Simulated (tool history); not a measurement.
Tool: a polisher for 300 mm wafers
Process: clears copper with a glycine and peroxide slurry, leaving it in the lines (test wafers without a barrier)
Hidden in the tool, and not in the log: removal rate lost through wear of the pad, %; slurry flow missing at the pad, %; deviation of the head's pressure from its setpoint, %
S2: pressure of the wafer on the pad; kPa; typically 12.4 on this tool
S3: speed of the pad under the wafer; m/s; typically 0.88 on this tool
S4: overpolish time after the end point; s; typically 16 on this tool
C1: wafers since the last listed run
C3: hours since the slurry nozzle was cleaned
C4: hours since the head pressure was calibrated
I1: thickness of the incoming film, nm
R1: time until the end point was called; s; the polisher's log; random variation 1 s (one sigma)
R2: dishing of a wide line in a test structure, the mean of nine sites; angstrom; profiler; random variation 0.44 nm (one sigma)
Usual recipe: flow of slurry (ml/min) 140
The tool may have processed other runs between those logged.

{"run": 1, "hour": 0.0, "flow of slurry (ml/min)": 140, "S2": 12.4, "S3": 0.88, "S4": 19, "C1": 0, "wafers polished on this pad": 1740, "C3": 117.7, "C4": 964.7, "I1": 290.2, "R1": 87.8, "R2": 403}
{"run": 2, "hour": 50.4, "flow of slurry (ml/min)": 140, "S2": 12.4, "S3": 0.88, "S4": 19, "C1": 411, "wafers polished on this pad": 2152, "C3": 168.1, "C4": 1015.1, "I1": 282.6, "R1": 85.9, "R2": 404}
{"hour": 132.0, "done": "head pressure recalibrated"}
{"run": 3, "hour": 145.8, "flow of slurry (ml/min)": 140, "S2": 11.7, "S3": 0.88, "S4": 16, "C1": 763, "wafers polished on this pad": 2916, "C3": 263.5, "C4": 13.8, "I1": 288.7, "R1": 96.4, "R2": 321}
{"run": 4, "hour": 194.5, "flow of slurry (ml/min)": 140, "S2": 11.7, "S3": 0.88, "S4": 16, "C1": 397, "wafers polished on this pad": 3314, "C3": 312.2, "C4": 62.5, "I1": 281.7, "R1": 93.3, "R2": 312}
{"run": 5, "hour": 237.6, "flow of slurry (ml/min)": 140, "S2": 11.7, "S3": 0.88, "S4": 16, "C1": 352, "wafers polished on this pad": 3666, "C3": 355.3, "C4": 105.6, "I1": 282.4, "R1": 94.7, "R2": 316}
{"run": 6, "hour": 278.4, "flow of slurry (ml/min)": 140, "S2": 12.4, "S3": 0.88, "S4": 16, "C1": 333, "wafers polished on this pad": 3999, "C3": 396.1, "C4": 146.4, "I1": 282, "R1": 90, "R2": 322}
{"hour": 329.1, "done": "worn pad replaced by a new one"}
{"run": 7, "hour": 329.6, "flow of slurry (ml/min)": 140, "S2": 12.4, "S3": 0.76, "S4": 16, "C1": 385, "wafers polished on this pad": 4, "C3": 447.3, "C4": 197.6, "I1": 281.9, "R1": 98, "R2": 306}
{"run": 8, "hour": 364.0, "flow of slurry (ml/min)": 140, "S2": 12.4, "S3": 0.76, "S4": 16, "C1": 281, "wafers polished on this pad": 285, "C3": 481.7, "C4": 232, "I1": 281.3, "R1": 97, "R2": 315}
{"hour": 421.4, "done": "slurry nozzle cleaned"}
{"run": 9, "hour": 435.6, "flow of slurry (ml/min)": 140, "S2": 12.4, "S3": 0.88, "S4": 16, "C1": 576, "wafers polished on this pad": 862, "C3": 14.2, "C4": 303.6, "I1": 280.9, "R1": 90.2, "R2": 330}
{"run": 10, "hour": 523.8, "flow of slurry (ml/min)": 140, "S2": 12.4, "S3": 0.88, "S4": 16, "C1": 720, "wafers polished on this pad": 1583, "C3": 102.4, "C4": 391.8, "I1": 289.9, "R1": 93.1, "R2": 330}
{"run": 11, "hour": 791.9, "flow of slurry (ml/min)": 140, "S2": 12.4, "S3": 0.88, "S4": 16, "C1": 2191, "wafers polished on this pad": 3774, "C3": 370.5, "C4": 659.9, "I1": 287, "R1": 88.6, "R2": 328}
{"run": 12, "hour": 884.6, "flow of slurry (ml/min)": 140, "S2": 12.4, "S3": 0.88, "S4": 16, "C1": 757, "wafers polished on this pad": 4531, "C3": 463.2, "C4": 752.6, "I1": 283.5, "R1": 89, "R2": 347}
{"hour": 894.0, "done": "worn pad replaced by a new one"}
{"run": 13, "hour": 933.5, "flow of slurry (ml/min)": 140, "S2": 12.4, "S3": 0.74, "S4": 16, "C1": 366, "wafers polished on this pad": 322, "C3": 512.1, "C4": 801.5, "I1": 282.9, "R1": 94.1, "R2": 314}
{"hour": 962.3, "done": "slurry nozzle cleaned"}
{"run": 14, "hour": 972.5, "flow of slurry (ml/min)": 140, "S2": 9.7, "S3": 0.88, "S4": 16, "C1": 310, "wafers polished on this pad": 633, "C3": 10.2, "C4": 840.5, "I1": 290, "R1": 106.7, "R2": 295}
{"run": 15, "hour": 1018.5, "flow of slurry (ml/min)": 140, "S2": 9.7, "S3": 0.88, "S4": 16, "C1": 375, "wafers polished on this pad": 1009, "C3": 56.2, "C4": 886.5, "I1": 281.6, "R1": 102.7, "R2": 287}
{"run": 16, "hour": 1111.3, "flow of slurry (ml/min)": 140, "S2": 9.7, "S3": 0.88, "S4": 16, "C1": 758, "wafers polished on this pad": 1767, "C3": 149, "C4": 979.3, "I1": 284.9, "R1": 103.3, "R2": 293}
{"run": 17, "hour": 1155.9, "flow of slurry (ml/min)": 140, "S2": 12.4, "S3": 0.88, "S4": 16, "C1": 364, "wafers polished on this pad": 2132, "C3": 193.6, "C4": 1023.9, "I1": 287.9, "R1": 85.9, "R2": 355}
{"run": 18, "hour": 1254.7, "flow of slurry (ml/min)": 140, "S2": 9.7, "S3": 0.88, "S4": 16, "C1": 807, "wafers polished on this pad": 2939, "C3": 292.4, "C4": 1122.7, "I1": 285.4, "R1": 101.9, "R2": 294}
{"run": 19, "hour": 1310.8, "flow of slurry (ml/min)": 140, "S2": 12.4, "S3": 1.16, "S4": 6, "C1": 458, "wafers polished on this pad": 3398, "C3": 348.5, "C4": 1178.8, "I1": 280.2, "R1": 70, "R2": 164}
{"hour": 1380.2, "done": "worn pad replaced by a new one"}
{"run": 20, "hour": 1386.6, "flow of slurry (ml/min)": 140, "S2": 12.4, "S3": 0.88, "S4": 16, "C1": 586, "wafers polished on this pad": 52, "C3": 424.3, "C4": 1254.6, "I1": 279.4, "R1": 82.3, "R2": 363}
{"hour": 1398.9, "done": "head pressure recalibrated"}
{"hour": 1417.7, "done": "slurry nozzle cleaned"}
{"run": 21, "hour": 1457.8, "flow of slurry (ml/min)": 125, "S2": 10.3, "S3": 1.12, "S4": 26, "C1": 557, "wafers polished on this pad": 609, "C3": 40.1, "C4": 58.9, "I1": 282.1, "R1": 95, "R2": 474}
{"run": 22, "hour": 1519.4, "flow of slurry (ml/min)": 120, "S2": 9, "S3": 1.12, "S4": 23, "C1": 503, "wafers polished on this pad": 1113, "C3": 101.7, "C4": 120.5, "I1": 288.7, "R1": 107.2, "R2": 397}
{"run": 23, "hour": 1619.0, "flow of slurry (ml/min)": 140, "S2": 12.4, "S3": 0.88, "S4": 16, "C1": 813, "wafers polished on this pad": 1927, "C3": 201.3, "C4": 220.1, "I1": 285.1, "R1": 91.3, "R2": 329}
{"run": 24, "hour": 1674.2, "flow of slurry (ml/min)": 140, "S2": 12.4, "S3": 0.62, "S4": 10, "C1": 451, "wafers polished on this pad": 2378, "C3": 256.5, "C4": 275.3, "I1": 283.4, "R1": 108.5, "R2": 183}
{"run": 25, "hour": 1731.8, "flow of slurry (ml/min)": 140, "S2": 12.4, "S3": 0.88, "S4": 13, "C1": 470, "wafers polished on this pad": 2849, "C3": 314.1, "C4": 332.9, "I1": 283.4, "R1": 91.8, "R2": 270}
{"run": 26, "hour": 1769.7, "flow of slurry (ml/min)": 140, "S2": 12.4, "S3": 0.88, "S4": 16, "C1": 309, "wafers polished on this pad": 3158, "C3": 352, "C4": 370.8, "I1": 284.3, "R1": 91.2, "R2": 329}
{"run": 27, "hour": 1841.7, "flow of slurry (ml/min)": 95, "S2": 10.3, "S3": 1.1, "S4": 16, "C1": 588, "wafers polished on this pad": 3747, "C3": 424, "C4": 442.8, "I1": 281.1, "R1": 100.7, "R2": 301}
{"hour": 1907.1, "done": "worn pad replaced by a new one"}
{"hour": 1922.4, "done": "slurry nozzle cleaned"}
{"run": 28, "hour": 1945.1, "flow of slurry (ml/min)": 160, "S2": 9.7, "S3": 0.96, "S4": 10, "C1": 804, "wafers polished on this pad": 302, "C3": 22.7, "C4": 546.2, "I1": 290.3, "R1": 103.3, "R2": 193}
{"run": 29, "hour": 2003.7, "flow of slurry (ml/min)": 190, "S2": 11, "S3": 0.58, "S4": 19, "C1": 478, "wafers polished on this pad": 781, "C3": 81.3, "C4": 604.8, "I1": 288.4, "R1": 113.2, "R2": 322}
{"run": 30, "hour": 2052.4, "flow of slurry (ml/min)": 140, "S2": 12.4, "S3": 0.88, "S4": 16, "C1": 397, "wafers polished on this pad": 1179, "C3": 130, "C4": 653.5, "I1": 288.5, "R1": 90.8, "R2": 331}
{"run": 31, "hour": 2118.8, "flow of slurry (ml/min)": 140, "S2": 12.4, "S3": 0.88, "S4": 16, "C1": 542, "wafers polished on this pad": 1722, "C3": 196.4, "C4": 719.9, "I1": 282.8, "R1": 88.3, "R2": 333}
{"run": 32, "hour": 2367.2, "flow of slurry (ml/min)": 140, "S2": 12.4, "S3": 0.78, "S4": 25, "C1": 2030, "wafers polished on this pad": 3752, "C3": 444.8, "C4": 968.3, "I1": 282.9, "R1": 92.8, "R2": 471}
{"hour": 2433.8, "done": "slurry nozzle cleaned"}
{"hour": 2454.6, "done": "worn pad replaced by a new one"}
{"hour": 2532.3, "done": "head pressure recalibrated"}
{"run": 33, "hour": 2582.7, "flow of slurry (ml/min)": 140, "S2": 15.9, "S3": 1.02, "S4": 16, "C1": 1703, "wafers polished on this pad": 1030, "C3": 148.9, "C4": 50.4, "I1": 286, "R1": 70.2, "R2": 415}

For each run, what was the tool's unlogged condition?
removal rate lost through wear of the pad, %: 0 in every run
slurry flow missing at the pad, %: 0 in every run
H1: deviation of the head's pressure from its setpoint, %
run=1 H1=10.1
run=2 H1=11
run=3 H1=1.39
run=4 H1=1.43
run=5 H1=1.49
run=6 H1=1.58
run=7 H1=1.74
run=8 H1=1.87
run=9 H1=2.22
run=10 H1=2.77
run=11 H1=5.3
run=12 H1=6.47
run=13 H1=7.15
run=14 H1=7.73
run=15 H1=8.44
run=16 H1=9.99
run=17 H1=10.8
run=18 H1=12.7
run=19 H1=13.9
run=20 H1=15.5
run=21 H1=-0.000708
run=22 H1=0.0984
run=23 H1=0.403
run=24 H1=0.648
run=25 H1=0.962
run=26 H1=1.2
run=27 H1=1.73
run=28 H1=2.64
run=29 H1=3.25
run=30 H1=3.8
run=31 H1=4.62
run=32 H1=8.38
run=33 H1=0.906
